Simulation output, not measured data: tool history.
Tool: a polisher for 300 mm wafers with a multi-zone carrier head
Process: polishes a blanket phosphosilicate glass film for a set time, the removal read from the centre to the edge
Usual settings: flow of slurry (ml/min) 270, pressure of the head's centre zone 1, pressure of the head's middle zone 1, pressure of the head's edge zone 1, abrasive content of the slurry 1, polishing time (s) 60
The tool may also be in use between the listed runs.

run     day  flow of slurry (ml/min)  pressure of the head's centre zone  pressure of the head's middle zone  pressure of the head's edge zone  abrasive content of the slurry  polishing time (s)  wafers since the last listed run  wafers polished on this pad  hours since the slurry nozzle was cleaned  hours since the centre zone pressure was calibrated  hours since the edge zone pressure was calibrated  hours since the carrier head's membrane was replaced  incoming thickness of the incoming film, nm  film removed at the wafer's centre (angstrom)  film removed at mid-radius (angstrom)  film removed at the wafer's edge (angstrom)
  1       0                      270                                   1                                   1                                 1                               1                  60                                 0                         1808                                      573.5                                                528.7                                              191.3                                                 550.6                                         3684                                           8324                                   7242                                         7684
      0.321  -- carrier head's membrane replaced by a new one
  2   2.833                      270                                   1                                   1                              0.95                               1                  66                               601                         2410                                      641.5                                                596.7                                              259.3                                                  60.3                                       3647.2                                           9066                                   8131                                         8198
      4.125  -- worn pad replaced by a new one
  3   5.096                      270                                   1                                   1                                 1                             1.1                  60                               480                          222                                      695.8                                                  651                                              313.6                                                 114.6                                       3566.6                                           8776                                   7669                                         7977
  4   7.138                      270                                   1                                   1                                 1                             1.1                  60                               468                          690                                      744.8                                                  700                                              362.6                                                 163.6                                       3605.5                                           8769                                   7760                                         7888
  5   8.342                      270                                   1                                   1                                 1                             1.1                  60                               276                          966                                      773.7                                                728.9                                              391.5                                                 192.5                                       3661.4                                           8708                                   7556                                         8001
     10.138  -- edge zone pressure recalibrated
  6  10.904                      230                                   1                                0.95                                 1                               1                  60                               568                         1534                                      835.2                                                790.4                                               18.4                                                   254                                       3569.1                                           8234                                   7018                                         7471
     11.696  -- slurry nozzle cleaned
  7  13.192                      195                                   1                                   1                              1.06                               1                  76                               514                         2049                                       35.9                                                845.3                                               73.3                                                 308.9                                       3672.3                                          10145                                   8803                                         9536
  8  15.467                      225                                0.91                                   1                                 1                               1                  74                               521                         2571                                       90.5                                                899.9                                              127.9                                                 363.5                                       3660.9                                           9234                                   8773                                         9314
     15.771  -- centre zone pressure recalibrated
  9  17.988                      270                                   1                                   1                                 1                               1                  60                               558                         3130                                        151                                                 53.2                                              188.4                                                   424                                       3684.4                                           7774                                   7377                                         7594
     18.246  -- worn pad replaced by a new one
 10  20.621                      270                                1.07                                   1                                 1                             1.1                  68                               565                          544                                      214.2                                                116.4                                              251.6                                                 487.2                                       3642.6                                          10160                                   8739                                         9245
 11  22.925                      270                                   1                                   1                                 1                               1                  60                               528                         1073                                      269.5                                                171.7                                              306.9                                                 542.5                                       3648.3                                           8000                                   7376                                         7603
 12  24.846                      270                                   1                                   1                                 1                               1                  60                               440                         1513                                      315.6                                                217.8                                                353                                                 588.6                                       3691.6                                           8175                                   7194                                         7687
     25.342  -- carrier head's membrane replaced by a new one
 13  26.471                      270                                0.94                                1.08                                 1                            1.25                  60                               324                         1838                                      354.6                                                256.8                                                392                                                  27.1                                       3629.2                                           8632                                   8925                                         8693
     27.504  -- edge zone pressure recalibrated
 14  27.854                      330                                   1                                0.89                                 1                               1                  60                               298                         2136                                      387.8                                                  290                                                8.4                                                  60.3                                       3608.5                                           8441                                   6607                                         7661
 15  30.092                      270                                   1                                   1                              0.96                               1                  80                               513                         2649                                      441.5                                                343.7                                               62.1                                                   114                                       3636.5                                          11060                                   9652                                        10004
     31.079  -- worn pad replaced by a new one
 16  31.367                      270                                   1                                0.89                                 1                               1                  68                               254                           65                                      472.1                                                374.3                                               92.7                                                 144.6                                       3691.5                                           9355                                   7550                                         8579
 17  34.129                      355                                1.04                                   1                                 1                               1                  60                               633                          698                                      538.4                                                440.6                                                159                                                 210.9                                       3591.6                                           8964                                   7342                                         7825
 18  35.562                      330                                   1                                   1                                 1                               1                  60                               328                         1027                                      572.8                                                  475                                              193.4                                                 245.3                                       3595.5                                           8631                                   7472                                         7774
 19  40.254                      185                                   1                                   1                                 1                               1                  60                              1075                         2103                                      685.4                                                587.6                                                306                                                 357.9                                       3651.7                                           7905                                   6812                                         7096
 20  42.454                      270                                   1                                   1                                 1                               1                  39                               504                         2607                                      738.2                                                640.4                                              358.8                                                 410.7                                         3735                                           5445                                   4731                                         5006

5 ways to go on from here, each from the tool as it stands after run 20. What would each give?
  A  42.471                      270                                   1                                   1                                 1                               1                  60                                 3                         2611                                      738.6                                                640.8                                              359.2                                                 411.1                                       3581.3                                              ?                                      ?                                            ?
  B  42.471                      270                                0.94                                1.05                              0.95                               1                  60                                 3                         2611                                      738.6                                                640.8                                              359.2                                                 411.1                                       3581.3                                              ?                                      ?                                            ?
  C  42.471                      325                                   1                                   1                                 1                             1.3                  60                                 3                         2611                                      738.6                                                640.8                                              359.2                                                 411.1                                       3581.3                                              ?                                      ?                                            ?
  D  42.471                      225                                1.08                                   1                              1.05                            0.75                  60                                 3                         2611                                      738.6                                                640.8                                              359.2                                                 411.1                                       3581.3                                              ?                                      ?                                            ?
  E  42.471                      305                                   1                                   1                                 1                             0.9                  43                                 3                         2611                                      738.6                                                640.8                                              359.2                                                 411.1                                       3581.3                                              ?                                      ?                                            ?

run  film removed at the wafer's centre (angstrom)  film removed at mid-radius (angstrom)  film removed at the wafer's edge (angstrom)
  A                                           8415                                   7417                                         7500
  B                                           7914                                   7732                                         7362
  C                                           9917                                   8722                                         8779
  D                                           7147                                   5846                                         6056
  E                                           5708                                   5024                                         5064
Without the tool's hidden state the same runs would have given:
run  film removed at the wafer's centre (angstrom)  film removed at mid-radius (angstrom)  film removed at the wafer's edge (angstrom)
  A                                           7458                                   7422                                         7500
  B                                           7010                                   7737                                         7362
  C                                           8789                                   8728                                         8779
  D                                           6339                                   5850                                         6056
  E                                           5059                                   5027                                         5064
